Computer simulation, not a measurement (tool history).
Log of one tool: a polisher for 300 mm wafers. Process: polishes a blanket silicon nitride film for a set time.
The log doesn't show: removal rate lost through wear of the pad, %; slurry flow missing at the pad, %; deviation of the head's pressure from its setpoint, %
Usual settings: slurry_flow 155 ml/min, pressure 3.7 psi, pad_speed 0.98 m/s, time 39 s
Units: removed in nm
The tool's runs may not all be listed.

run,day,slurry_flow,pressure,pad_speed,time,wafers since the last listed run,wafers polished on this pad,hours since the slurry nozzle was cleaned,hours since the head pressure was calibrated,"incoming thickness of the incoming film, nm",removed
1,0.000,155,3.7,0.98,39,0,4888,168.3,1075.5,834.4,62.7
2,2.612,155,3.7,0.98,39,609,5497,231.0,1138.2,835.6,63.9
# day 5.071: worn pad replaced by a new one
3,5.792,155,3.7,0.98,39,702,168,307.3,1214.5,827.3,62.4
# day 7.250: head pressure recalibrated
4,7.771,155,3.7,0.98,39,442,610,354.8,12.5,846.7,63.0
5,11.975,155,3.7,0.98,39,980,1591,455.7,113.4,825.5,62.8
6,14.896,155,3.7,0.98,39,681,2273,525.8,183.5,822.6,62.3
# day 17.504: slurry nozzle cleaned
7,21.642,155,3.7,0.98,39,1564,3837,99.3,345.4,834.7,61.9
8,24.300,190,3.7,0.98,45,620,4457,163.1,409.2,818.6,75.5
9,28.671,155,3.7,0.98,39,1019,5477,268.0,514.1,841.5,62.5
10,32.525,155,3.7,0.98,39,899,6376,360.5,606.6,824.9,62.1
# day 32.767: worn pad replaced by a new one
11,34.833,155,3.7,0.98,39,499,482,415.9,662.0,822.2,62.9
12,39.054,155,3.7,0.98,39,984,1467,517.2,763.3,829.7,61.8
13,40.642,155,3.7,0.98,39,370,1837,555.3,801.4,821.8,61.3
# day 42.683: slurry nozzle cleaned
14,51.938,155,3.7,0.98,39,2625,4463,222.1,1072.5,824.4,56.9
15,55.817,200,2.8,0.98,39,905,5368,315.2,1165.6,843.5,45.1
# day 57.717: worn pad replaced by a new one
16,59.921,200,2.8,0.98,39,918,514,413.7,1264.1,830.1,45.7
17,61.667,135,4.5,0.98,39,407,921,455.6,1306.0,817.4,65.4
# day 67.996: head pressure recalibrated
# day 73.188: slurry nozzle cleaned, repeated, since the last time left the tool worse
18,73.258,155,2.9,0.80,33,2675,3597,1.7,126.3,829.4,36.6
# day 81.962: worn pad replaced by a new one
19,83.275,175,3.4,0.80,52,2298,306,242.1,366.7,827.8,68.4
20,87.338,190,4.7,0.98,39,947,1254,339.6,464.2,831.5,82.7
21,91.450,135,4.3,0.98,39,959,2213,438.3,562.9,832.0,70.0
22,95.754,155,2.7,1.14,39,1004,3218,541.6,666.2,842.4,50.4
23,98.946,105,3.7,0.98,30,744,3962,618.2,742.8,836.3,43.2
24,100.592,155,4.1,0.84,39,384,4346,657.7,782.3,832.7,61.3
# day 104.096: slurry nozzle cleaned
25,104.321,155,3.7,1.16,39,860,5207,5.4,871.8,824.3,73.0
# day 106.425: worn pad replaced by a new one
26,108.296,155,3.7,0.98,39,888,436,100.8,967.2,821.9,63.5
27,111.992,155,3.7,0.86,39,862,1298,189.5,1055.9,824.9,57.9
28,113.829,125,3.7,1.16,32,428,1727,233.6,1100.0,827.5,55.1
29,117.629,155,3.7,0.98,32,886,2613,324.8,1191.2,833.7,52.1
30,120.792,155,4.1,0.84,39,737,3351,400.7,1267.1,827.6,62.4
31,124.029,200,3.7,1.24,34,755,4107,478.4,1344.8,837.2,67.7
32,126.296,105,3.7,0.98,39,528,4635,532.8,1399.2,834.2,56.8
33,127.908,155,3.7,0.98,39,376,5012,571.5,1437.9,823.9,61.5

Forecast each of these 4 alternatives for the next run:
A,127.925,155,2.7,0.98,39,3,5016,571.9,1438.3,819.9,?
B,127.925,125,3.7,0.80,39,3,5016,571.9,1438.3,819.9,?
C,127.925,180,3.1,1.28,51,3,5016,571.9,1438.3,819.9,?
D,127.925,140,4.6,1.24,51,3,5016,571.9,1438.3,819.9,?

run,removed
A,45.5
B,51.6
C,85.1
D,117.5
Without the tool's hidden state the same runs would have given:
run,removed
A,46.9
B,53.5
C,87.4
D,121.5
